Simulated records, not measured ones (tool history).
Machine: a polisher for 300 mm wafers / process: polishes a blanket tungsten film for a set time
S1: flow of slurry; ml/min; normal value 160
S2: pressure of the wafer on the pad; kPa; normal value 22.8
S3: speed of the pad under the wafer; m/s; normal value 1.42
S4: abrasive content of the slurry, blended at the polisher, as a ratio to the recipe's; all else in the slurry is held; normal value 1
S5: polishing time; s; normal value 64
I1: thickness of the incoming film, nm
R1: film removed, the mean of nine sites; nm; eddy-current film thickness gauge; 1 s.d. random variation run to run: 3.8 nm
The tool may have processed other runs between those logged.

run	hour	S1	S2	S3	S4	S5	I1	R1
1	0	160	20.7	1.42	1	64	1069.6	280.8
2	16.4	160	20.7	1.42	1	64	1047.9	270.3
3	25.6	160	19.3	1.42	1	64	1073.7	249.7
4	37.6	160	19.3	1.42	1	64	1063.7	245.5
# hour 53.5: slurry tank refilled with fresh slurry and peroxide
5	54	160	22.8	1.42	0.9	73	1072	358.5
6	59.9	160	22.8	1.42	1	64	1070.5	321
7	76.2	160	22.8	1.42	1	64	1072.1	312.2
8	84.9	160	22.8	1.42	1	64	1054.1	316.5
9	102	160	24.8	1.42	1	64	1064.5	334.8
# hour 104.9: slurry nozzle cleaned
# hour 109.8: head pressure recalibrated
10	113.2	160	24.8	1.42	1	64	1077.8	329.6
# hour 117.1: slurry blender recalibrated
# hour 123.1: worn pad replaced by a new one
11	123.8	160	22.8	1.78	1.15	64	1067.8	434
12	135.5	175	22.8	1.7	1	52	1054.6	316.7
13	143.8	140	30.3	1.9	0.9	64	1065.6	544.2
14	156.8	160	22.8	1.42	1	64	1077.9	300.7
15	163	180	15.2	1.42	0.8	64	1086.3	193.4
16	180.7	160	14.5	1.42	1	77	1052.1	217.6
17	192.5	160	22.8	1.9	0.8	64	1086.7	358.4
18	207	160	22.8	1.02	1.1	79	1084.6	249.7
19	221.8	160	22.8	1.42	1	64	1068.8	268.9
# hour 236.9: slurry tank refilled with fresh slurry and peroxide
20	237.4	160	22.8	1.42	1	64	1048.1	315.1
# hour 241.9: slurry blender recalibrated
21	247.8	160	22.8	1.42	1	64	1052.2	316.6
22	255.8	160	22.8	1.42	1	64	1082	312.9
23	272.8	160	22.8	1.42	1	64	1080.9	306.2
# hour 284.5: worn pad replaced by a new one
24	286	185	25.5	1.42	1	49	1067.8	304.6
25	296.9	160	26.2	1.42	1	64	1073.6	373.5
26	310	160	22.8	1.42	1	64	1073.5	323.1
27	324.8	160	26.9	1.42	1	64	1078.6	367.1

Consider 4 possible next runs. They are alternatives, not a sequence: every one starts from the tool as it was left by run 27. What does each give?
A	325.2	160	22.8	1.42	0.85	64	1085.2	?
B	325.2	160	22.8	1.42	1	55	1085.2	?
C	325.2	145	22.8	1.42	1	64	1085.2	?
D	325.2	160	22.8	1.42	0.75	64	1085.2	?

run	R1
A	299.8
B	266.6
C	305.1
D	292.3
What these runs would have given with no unlogged condition in the tool:
run	R1
A	350.2
B	311.3
C	356.3
D	341.4
